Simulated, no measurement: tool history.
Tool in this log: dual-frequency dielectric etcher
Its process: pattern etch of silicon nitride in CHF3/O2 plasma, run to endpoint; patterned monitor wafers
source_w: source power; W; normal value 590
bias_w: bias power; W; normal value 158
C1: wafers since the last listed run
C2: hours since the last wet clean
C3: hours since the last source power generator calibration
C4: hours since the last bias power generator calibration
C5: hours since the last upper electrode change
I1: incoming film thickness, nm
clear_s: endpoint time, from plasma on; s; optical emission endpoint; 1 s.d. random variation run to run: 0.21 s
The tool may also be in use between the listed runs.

run 1 hour=0 | source_w=590 bias_w=158 | C1=0 C2=240.6 C3=1173.6 C4=558.9 C5=2557.9 | I1=97.9 | clear_s=70.6
run 2 hour=91.6 | source_w=590 bias_w=158 | C1=724 C2=332.2 C3=1265.2 C4=650.5 C5=2649.5 | I1=97.7 | clear_s=70.4
run 3 hour=143.5 | source_w=590 bias_w=158 | C1=410 C2=384.1 C3=1317.1 C4=702.4 C5=2701.4 | I1=97.8 | clear_s=71.2
run 4 hour=245.7 | source_w=660 bias_w=158 | C1=808 C2=486.3 C3=1419.3 C4=804.6 C5=2803.6 | I1=97.2 | clear_s=69.2
run 5 hour=290 | source_w=660 bias_w=158 | C1=350 C2=530.6 C3=1463.6 C4=848.9 C5=2847.9 | I1=98.5 | clear_s=70.2
run 6 hour=353 | source_w=590 bias_w=158 | C1=498 C2=593.6 C3=1526.6 C4=911.9 C5=2910.9 | I1=98.1 | clear_s=71.4
-- hour=404.1 wet clean of the chamber
run 7 hour=431 | source_w=590 bias_w=158 | C1=427 C2=26.9 C3=1604.6 C4=989.9 C5=2988.9 | I1=99.1 | clear_s=70.2
run 8 hour=477.6 | source_w=590 bias_w=158 | C1=368 C2=73.5 C3=1651.2 C4=1036.5 C5=3035.5 | I1=97.8 | clear_s=69.2
run 9 hour=518.8 | source_w=590 bias_w=158 | C1=325 C2=114.7 C3=1692.4 C4=1077.7 C5=3076.7 | I1=97.5 | clear_s=69.3
run 10 hour=610.3 | source_w=500 bias_w=158 | C1=723 C2=206.2 C3=1783.9 C4=1169.2 C5=3168.2 | I1=97.9 | clear_s=71.9
run 11 hour=680.7 | source_w=500 bias_w=158 | C1=556 C2=276.6 C3=1854.3 C4=1239.6 C5=3238.6 | I1=98.5 | clear_s=72.7
run 12 hour=758.4 | source_w=500 bias_w=158 | C1=614 C2=354.3 C3=1932 C4=1317.3 C5=3316.3 | I1=98.3 | clear_s=73
run 13 hour=853.3 | source_w=590 bias_w=158 | C1=750 C2=449.2 C3=2026.9 C4=1412.2 C5=3411.2 | I1=98.2 | clear_s=70.5
run 14 hour=909.9 | source_w=590 bias_w=119 | C1=447 C2=505.8 C3=2083.5 C4=1468.8 C5=3467.8 | I1=97.2 | clear_s=76
-- hour=975.3 wet clean of the chamber
-- hour=992.1 source power generator calibrated
run 15 hour=998.1 | source_w=590 bias_w=119 | C1=476 C2=22.8 C3=6 C4=1557 C5=3556 | I1=99.1 | clear_s=76.8
-- hour=1042.2 bias power generator calibrated
run 16 hour=1061.7 | source_w=650 bias_w=119 | C1=471 C2=86.4 C3=69.6 C4=19.5 C5=3619.6 | I1=98.9 | clear_s=74.6
run 17 hour=1221.2 | source_w=500 bias_w=133 | C1=1261 C2=245.9 C3=229.1 C4=179 C5=3779.1 | I1=98.5 | clear_s=76.2
run 18 hour=1272.1 | source_w=510 bias_w=126 | C1=402 C2=296.8 C3=280 C4=229.9 C5=3830 | I1=98.7 | clear_s=77.9
run 19 hour=1352.8 | source_w=590 bias_w=158 | C1=638 C2=377.5 C3=360.7 C4=310.6 C5=3910.7 | I1=98.5 | clear_s=70.5
-- hour=1389.7 upper electrode replaced
run 20 hour=1407 | source_w=470 bias_w=175 | C1=238 C2=431.7 C3=414.9 C4=364.8 C5=17.3 | I1=98.6 | clear_s=71.7
run 21 hour=1482.4 | source_w=500 bias_w=143 | C1=596 C2=507.1 C3=490.3 C4=440.2 C5=92.7 | I1=97.8 | clear_s=74.8
-- hour=1626.5 wet clean of the chamber
run 22 hour=1667.4 | source_w=640 bias_w=197 | C1=1273 C2=40.9 C3=675.3 C4=625.2 C5=277.7 | I1=98.3 | clear_s=63.8
run 23 hour=1759 | source_w=590 bias_w=158 | C1=724 C2=132.5 C3=766.9 C4=716.8 C5=369.3 | I1=98.5 | clear_s=70.3
run 24 hour=1847 | source_w=470 bias_w=128 | C1=695 C2=220.5 C3=854.9 C4=804.8 C5=457.3 | I1=97.8 | clear_s=78
run 25 hour=1939.9 | source_w=660 bias_w=130 | C1=734 C2=313.4 C3=947.8 C4=897.7 C5=550.2 | I1=98.1 | clear_s=72.7
run 26 hour=2006.7 | source_w=500 bias_w=184 | C1=528 C2=380.2 C3=1014.6 C4=964.5 C5=617 | I1=98.2 | clear_s=69.6
run 27 hour=2097.1 | source_w=740 bias_w=121 | C1=714 C2=470.6 C3=1105 C4=1054.9 C5=707.4 | I1=99 | clear_s=73.7

4 ways to go on from here, each from the tool as it stands after run 27. What would each give?
run A hour=2097.5 | source_w=590 bias_w=158 | C1=3 C2=471 C3=1105.4 C4=1055.3 C5=707.8 | I1=99.1 | clear_s=?
run B hour=2097.5 | source_w=590 bias_w=188 | C1=3 C2=471 C3=1105.4 C4=1055.3 C5=707.8 | I1=99.1 | clear_s=?
run C hour=2097.5 | source_w=660 bias_w=176 | C1=3 C2=471 C3=1105.4 C4=1055.3 C5=707.8 | I1=99.1 | clear_s=?
run D hour=2097.5 | source_w=480 bias_w=158 | C1=3 C2=471 C3=1105.4 C4=1055.3 C5=707.8 | I1=99.1 | clear_s=?

run=A clear_s=71.4
run=B clear_s=67.6
run=C clear_s=67.5
run=D clear_s=74.2
Take away the tool's hidden state, keep each run's random variation, and the runs would have read:
run=A clear_s=69.7
run=B clear_s=66.1
run=C clear_s=65.9
run=D clear_s=72.5
